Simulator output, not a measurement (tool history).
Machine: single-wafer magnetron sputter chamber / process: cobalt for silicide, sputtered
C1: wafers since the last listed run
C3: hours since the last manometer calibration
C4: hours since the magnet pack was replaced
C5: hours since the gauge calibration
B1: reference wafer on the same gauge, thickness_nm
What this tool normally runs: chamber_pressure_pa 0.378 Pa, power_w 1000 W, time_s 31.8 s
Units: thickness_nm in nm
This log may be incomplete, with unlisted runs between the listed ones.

Run 1, hour 0.0: usual settings but time_s 27.6 s; C1 0; wafers on the sputter target 4121; C3 1365.4; C4 8221.3; C5 1271.0; B1 13.591. Result: thickness_nm 13.003 nm.
Run 2, hour 64.1: usual settings; C1 1177; wafers on the sputter target 5299; C3 1429.5; C4 8285.4; C5 1335.1; B1 13.593. Result: thickness_nm 14.992 nm.
Run 3, hour 94.6: usual settings; C1 560; wafers on the sputter target 5859; C3 1460.0; C4 8315.9; C5 1365.6; B1 13.592. Result: thickness_nm 14.822 nm.
At hour 115.2: sputter target and shields replaced.
Run 4, hour 160.8: usual settings but chamber_pressure_pa 0.415 Pa; C1 1068; wafers on the sputter target 838; C3 1526.2; C4 8382.1; C5 1431.8; B1 13.599. Result: thickness_nm 15.023 nm.
Run 5, hour 229.8: usual settings but time_s 35.7 s; C1 1267; wafers on the sputter target 2105; C3 1595.2; C4 8451.1; C5 1500.8; B1 13.597. Result: thickness_nm 16.984 nm.
Run 6, hour 285.5: usual settings but time_s 35.7 s; C1 1022; wafers on the sputter target 3128; C3 1650.9; C4 8506.8; C5 1556.5; B1 13.596. Result: thickness_nm 16.839 nm.
Run 7, hour 343.2: usual settings; C1 1059; wafers on the sputter target 4187; C3 1708.6; C4 8564.5; C5 1614.2; B1 13.603. Result: thickness_nm 14.888 nm.
Run 8, hour 406.3: usual settings; C1 1158; wafers on the sputter target 5346; C3 1771.7; C4 8627.6; C5 1677.3; B1 13.615. Result: thickness_nm 14.828 nm.
Run 9, hour 436.7: usual settings but chamber_pressure_pa 0.299 Pa, time_s 30.4 s; C1 558; wafers on the sputter target 5904; C3 1802.1; C4 8658.0; C5 1707.7; B1 13.597. Result: thickness_nm 14.404 nm.
Run 10, hour 508.6: usual settings but chamber_pressure_pa 0.299 Pa, time_s 30.4 s; C1 1320; wafers on the sputter target 7225; C3 1874.0; C4 8729.9; C5 1779.6; B1 13.594. Result: thickness_nm 14.260 nm.
At hour 519.4: sputter target and shields replaced.
Run 11, hour 580.3: usual settings but chamber_pressure_pa 0.299 Pa, time_s 30.4 s; C1 1169; wafers on the sputter target 1118; C3 1945.7; C4 8801.6; C5 1851.3; B1 13.605. Result: thickness_nm 14.976 nm.
Run 12, hour 614.9: usual settings; C1 635; wafers on the sputter target 1753; C3 1980.3; C4 8836.2; C5 1885.9; B1 13.619. Result: thickness_nm 15.242 nm.
Run 13, hour 647.0: usual settings; C1 589; wafers on the sputter target 2343; C3 2012.4; C4 8868.3; C5 1918.0; B1 13.603. Result: thickness_nm 15.192 nm.
Run 14, hour 696.9: usual settings; C1 916; wafers on the sputter target 3259; C3 2062.3; C4 8918.2; C5 1967.9; B1 13.598. Result: thickness_nm 15.000 nm.
Run 15, hour 744.7: usual settings; C1 877; wafers on the sputter target 4137; C3 2110.1; C4 8966.0; C5 2015.7; B1 13.614. Result: thickness_nm 15.017 nm.
Run 16, hour 787.1: usual settings; C1 778; wafers on the sputter target 4916; C3 2152.5; C4 9008.4; C5 2058.1; B1 13.583. Result: thickness_nm 14.970 nm.
Run 17, hour 822.2: usual settings; C1 644; wafers on the sputter target 5560; C3 2187.6; C4 9043.5; C5 2093.2; B1 13.600. Result: thickness_nm 14.916 nm.
Run 18, hour 873.5: usual settings; C1 942; wafers on the sputter target 6502; C3 2238.9; C4 9094.8; C5 2144.5; B1 13.594. Result: thickness_nm 14.844 nm.
Run 19, hour 920.9: usual settings but chamber_pressure_pa 0.515 Pa, power_w 1150 W, time_s 38.0 s; C1 870; wafers on the sputter target 7373; C3 2286.3; C4 9142.2; C5 2191.9; B1 13.575. Result: thickness_nm 19.403 nm.
At hour 932.5: sputter target and shields replaced.
Run 20, hour 958.7: usual settings; C1 547; wafers on the sputter target 481; C3 2324.1; C4 9180.0; C5 2229.7; B1 13.600. Result: thickness_nm 15.312 nm.
At hour 999.1: gauge calibrated.
Run 21, hour 1021.3: usual settings but power_w 850 W; C1 1149; wafers on the sputter target 1630; C3 2386.7; C4 9242.6; C5 22.2; B1 13.565. Result: thickness_nm 12.864 nm.
At hour 1064.2: magnet pack replaced.
Run 22, hour 1075.8: usual settings but chamber_pressure_pa 0.323 Pa, power_w 1100 W; C1 853; wafers on the sputter target 2484; C3 2441.2; C4 11.6; C5 76.7; B1 13.592. Result: thickness_nm 16.850 nm.
Run 23, hour 1122.3: usual settings but chamber_pressure_pa 0.515 Pa, power_w 1150 W, time_s 34.3 s; C1 853; wafers on the sputter target 3338; C3 2487.7; C4 58.1; C5 123.2; B1 13.595. Result: thickness_nm 17.874 nm.
Run 24, hour 1185.2: usual settings but chamber_pressure_pa 0.240 Pa, power_w 1100 W, time_s 26.7 s; C1 1155; wafers on the sputter target 4493; C3 2550.6; C4 121.0; C5 186.1; B1 13.590. Result: thickness_nm 14.351 nm.
Run 25, hour 1227.9: usual settings but power_w 800 W, time_s 37.0 s; C1 784; wafers on the sputter target 5278; C3 2593.3; C4 163.7; C5 228.8; B1 13.611. Result: thickness_nm 13.788 nm.
Run 26, hour 1270.3: usual settings but power_w 1100 W; C1 778; wafers on the sputter target 6056; C3 2635.7; C4 206.1; C5 271.2; B1 13.603. Result: thickness_nm 16.187 nm.
At hour 1311.2: sputter target and shields replaced.
At hour 1317.9: capacitance manometer re-zeroed and calibrated.
Run 27, hour 1318.4: usual settings but chamber_pressure_pa 0.504 Pa, power_w 1200 W, time_s 33.6 s; C1 614; wafers on the sputter target 9; C3 0.5; C4 254.2; C5 319.3; B1 13.597. Result: thickness_nm 18.720 nm.
Run 28, hour 1380.4: usual settings but power_w 850 W, time_s 36.0 s; C1 1138; wafers on the sputter target 1148; C3 62.5; C4 316.2; C5 381.3; B1 13.599. Result: thickness_nm 14.750 nm.
Run 29, hour 1406.3: usual settings; C1 475; wafers on the sputter target 1624; C3 88.4; C4 342.1; C5 407.2; B1 13.597. Result: thickness_nm 15.239 nm.
Run 30, hour 1471.0: usual settings but chamber_pressure_pa 0.504 Pa, power_w 1200 W, time_s 33.6 s; C1 1188; wafers on the sputter target 2812; C3 153.1; C4 406.8; C5 471.9; B1 13.625. Result: thickness_nm 18.551 nm.
Run 31, hour 1499.6: usual settings but time_s 34.1 s; C1 525; wafers on the sputter target 3337; C3 181.7; C4 435.4; C5 500.5; B1 13.592. Result: thickness_nm 16.095 nm.
Run 32, hour 1537.5: usual settings but time_s 29.4 s; C1 696; wafers on the sputter target 4033; C3 219.6; C4 473.3; C5 538.4; B1 13.581. Result: thickness_nm 13.830 nm.
Run 33, hour 1592.4: usual settings but chamber_pressure_pa 0.244 Pa, power_w 1150 W; C1 1008; wafers on the sputter target 5041; C3 274.5; C4 528.2; C5 593.3; B1 13.592. Result: thickness_nm 18.020 nm.
Run 34, hour 1622.5: usual settings but chamber_pressure_pa 0.296 Pa, power_w 900 W, time_s 35.4 s; C1 552; wafers on the sputter target 5594; C3 304.6; C4 558.3; C5 623.4; B1 13.610. Result: thickness_nm 15.187 nm.
Run 35, hour 1647.9: usual settings; C1 466; wafers on the sputter target 6061; C3 330.0; C4 583.7; C5 648.8; B1 13.585. Result: thickness_nm 14.875 nm.
Run 36, hour 1679.0: usual settings but chamber_pressure_pa 0.248 Pa, time_s 37.0 s; C1 571; wafers on the sputter target 6632; C3 361.1; C4 614.8; C5 679.9; B1 13.604. Result: thickness_nm 17.826 nm.

Each run again, without the hidden state but with its own random variation kept:
Hidden state present: deposition rate above that of a new target (%); true argon pressure above the setpoint (%); gauge reads high (%).
run  thickness_nm
  1        13.354
  2        15.507
  3        15.384
  4        15.235
  5        17.355
  6        17.313
  7        15.405
  8        15.452
  9        15.062
 10        15.034
 11        15.095
 12        15.422
 13        15.424
 14        15.314
 15        15.412
 16        15.437
 17        15.440
 18        15.454
 19        20.310
 20        15.452
 21        13.070
 22        17.223
 23        18.364
 24        14.848
 25        14.334
 26        16.908
 27        18.753
 28        14.876
 29        15.412
 30        18.895
 31        16.446
 32        14.191
 33        18.603
 34        15.730
 35        15.452
 36        18.582
